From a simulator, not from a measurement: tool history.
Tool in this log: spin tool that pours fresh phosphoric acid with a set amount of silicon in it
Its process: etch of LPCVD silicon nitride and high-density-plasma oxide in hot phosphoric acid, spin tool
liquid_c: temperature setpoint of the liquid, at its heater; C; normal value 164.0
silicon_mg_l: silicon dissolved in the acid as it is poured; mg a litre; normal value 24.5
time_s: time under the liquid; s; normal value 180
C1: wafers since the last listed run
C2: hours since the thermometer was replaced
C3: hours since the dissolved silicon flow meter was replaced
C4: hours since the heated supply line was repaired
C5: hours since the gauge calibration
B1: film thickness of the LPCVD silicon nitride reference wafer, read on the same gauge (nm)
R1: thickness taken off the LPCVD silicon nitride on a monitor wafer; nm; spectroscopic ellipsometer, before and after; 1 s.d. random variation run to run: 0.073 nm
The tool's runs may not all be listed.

{"run": 1, "hour": 0.0, "liquid_c": 164.0, "silicon_mg_l": 11.5, "time_s": 180, "C1": 0, "C2": 1668.4, "C3": 1840.2, "C4": 3415.1, "C5": 108.8, "B1": 90.02, "R1": 13.98}
{"run": 2, "hour": 23.5, "liquid_c": 164.0, "silicon_mg_l": 11.5, "time_s": 180, "C1": 126, "C2": 1691.9, "C3": 1863.7, "C4": 3438.6, "C5": 132.3, "B1": 90.0, "R1": 14.03}
{"run": 3, "hour": 56.1, "liquid_c": 164.0, "silicon_mg_l": 11.5, "time_s": 180, "C1": 175, "C2": 1724.5, "C3": 1896.3, "C4": 3471.2, "C5": 164.9, "B1": 89.98, "R1": 14.04}
{"run": 4, "hour": 73.8, "liquid_c": 164.0, "silicon_mg_l": 24.5, "time_s": 180, "C1": 95, "C2": 1742.2, "C3": 1914.0, "C4": 3488.9, "C5": 182.6, "B1": 90.02, "R1": 13.95}
{"run": 5, "hour": 93.5, "liquid_c": 164.0, "silicon_mg_l": 24.5, "time_s": 180, "C1": 106, "C2": 1761.9, "C3": 1933.7, "C4": 3508.6, "C5": 202.3, "B1": 90.0, "R1": 13.96}
{"run": 6, "hour": 125.7, "liquid_c": 164.0, "silicon_mg_l": 24.5, "time_s": 180, "C1": 173, "C2": 1794.1, "C3": 1965.9, "C4": 3540.8, "C5": 234.5, "B1": 90.03, "R1": 13.89}
{"hour": 157.7, "done": "heated supply line repaired"}
{"run": 7, "hour": 158.8, "liquid_c": 164.0, "silicon_mg_l": 24.5, "time_s": 180, "C1": 172, "C2": 1827.2, "C3": 1999.0, "C4": 1.1, "C5": 267.6, "B1": 90.0, "R1": 15.89}
{"run": 8, "hour": 191.4, "liquid_c": 164.0, "silicon_mg_l": 24.5, "time_s": 180, "C1": 175, "C2": 1859.8, "C3": 2031.6, "C4": 33.7, "C5": 300.2, "B1": 90.01, "R1": 16.02}
{"run": 9, "hour": 224.2, "liquid_c": 164.0, "silicon_mg_l": 20.0, "time_s": 130, "C1": 176, "C2": 1892.6, "C3": 2064.4, "C4": 66.5, "C5": 333.0, "B1": 90.01, "R1": 11.44}
{"hour": 233.3, "done": "thermometer replaced"}
{"run": 10, "hour": 252.1, "liquid_c": 164.0, "silicon_mg_l": 20.0, "time_s": 130, "C1": 144, "C2": 18.8, "C3": 2092.3, "C4": 94.4, "C5": 360.9, "B1": 90.01, "R1": 11.61}
{"run": 11, "hour": 271.9, "liquid_c": 161.0, "silicon_mg_l": 12.5, "time_s": 180, "C1": 106, "C2": 38.6, "C3": 2112.1, "C4": 114.2, "C5": 380.7, "B1": 89.96, "R1": 14.38}
{"run": 12, "hour": 284.6, "liquid_c": 164.0, "silicon_mg_l": 10.0, "time_s": 180, "C1": 68, "C2": 51.3, "C3": 2124.8, "C4": 126.9, "C5": 393.4, "B1": 89.97, "R1": 15.84}
{"run": 13, "hour": 297.3, "liquid_c": 164.0, "silicon_mg_l": 20.0, "time_s": 130, "C1": 68, "C2": 64.0, "C3": 2137.5, "C4": 139.6, "C5": 406.1, "B1": 89.98, "R1": 11.5}
{"hour": 297.6, "done": "gauge calibrated"}
{"hour": 317.0, "done": "dissolved silicon flow meter replaced"}
{"run": 14, "hour": 318.0, "liquid_c": 163.0, "silicon_mg_l": 34.0, "time_s": 215, "C1": 106, "C2": 84.7, "C3": 1.0, "C4": 160.3, "C5": 20.4, "B1": 89.97, "R1": 18.38}
{"run": 15, "hour": 336.8, "liquid_c": 165.5, "silicon_mg_l": 42.0, "time_s": 180, "C1": 101, "C2": 103.5, "C3": 19.8, "C4": 179.1, "C5": 39.2, "B1": 90.03, "R1": 16.65}
{"run": 16, "hour": 369.6, "liquid_c": 161.0, "silicon_mg_l": 35.0, "time_s": 235, "C1": 176, "C2": 136.3, "C3": 52.6, "C4": 211.9, "C5": 72.0, "B1": 89.97, "R1": 18.82}
{"run": 17, "hour": 397.0, "liquid_c": 164.0, "silicon_mg_l": 24.5, "time_s": 180, "C1": 147, "C2": 163.7, "C3": 80.0, "C4": 239.3, "C5": 99.4, "B1": 89.99, "R1": 15.83}
{"run": 18, "hour": 415.6, "liquid_c": 163.0, "silicon_mg_l": 40.5, "time_s": 180, "C1": 100, "C2": 182.3, "C3": 98.6, "C4": 257.9, "C5": 118.0, "B1": 90.02, "R1": 15.15}
{"run": 19, "hour": 450.1, "liquid_c": 164.0, "silicon_mg_l": 24.5, "time_s": 180, "C1": 185, "C2": 216.8, "C3": 133.1, "C4": 292.4, "C5": 152.5, "B1": 89.99, "R1": 15.71}
{"run": 20, "hour": 481.6, "liquid_c": 166.5, "silicon_mg_l": 31.5, "time_s": 285, "C1": 169, "C2": 248.3, "C3": 164.6, "C4": 323.9, "C5": 184.0, "B1": 89.97, "R1": 27.2}
{"run": 21, "hour": 496.7, "liquid_c": 164.0, "silicon_mg_l": 24.5, "time_s": 180, "C1": 81, "C2": 263.4, "C3": 179.7, "C4": 339.0, "C5": 199.1, "B1": 89.98, "R1": 15.7}

Branching from run 21: 4 alternative next runs. What would each branch give?
{"run": "A", "hour": 497.2, "liquid_c": 164.0, "silicon_mg_l": 24.5, "time_s": 180, "C1": 2, "C2": 263.9, "C3": 180.2, "C4": 339.5, "C5": 199.6, "B1": "?", "R1": "?"}
{"run": "B", "hour": 497.2, "liquid_c": 165.5, "silicon_mg_l": 15.0, "time_s": 180, "C1": 2, "C2": 263.9, "C3": 180.2, "C4": 339.5, "C5": 199.6, "B1": "?", "R1": "?"}
{"run": "C", "hour": 497.2, "liquid_c": 164.0, "silicon_mg_l": 18.0, "time_s": 180, "C1": 2, "C2": 263.9, "C3": 180.2, "C4": 339.5, "C5": 199.6, "B1": "?", "R1": "?"}
{"run": "D", "hour": 497.2, "liquid_c": 166.5, "silicon_mg_l": 10.0, "time_s": 250, "C1": 2, "C2": 263.9, "C3": 180.2, "C4": 339.5, "C5": 199.6, "B1": "?", "R1": "?"}

run=A B1=90.02 R1=15.71
run=B B1=90.02 R1=16.51
run=C B1=90.02 R1=15.71
run=D B1=90.02 R1=23.70
With the hidden condition removed and each run's random variation left untouched, the same runs would have given:
run=A R1=16.24
run=B R1=17.06
run=C R1=16.24
run=D R1=24.49
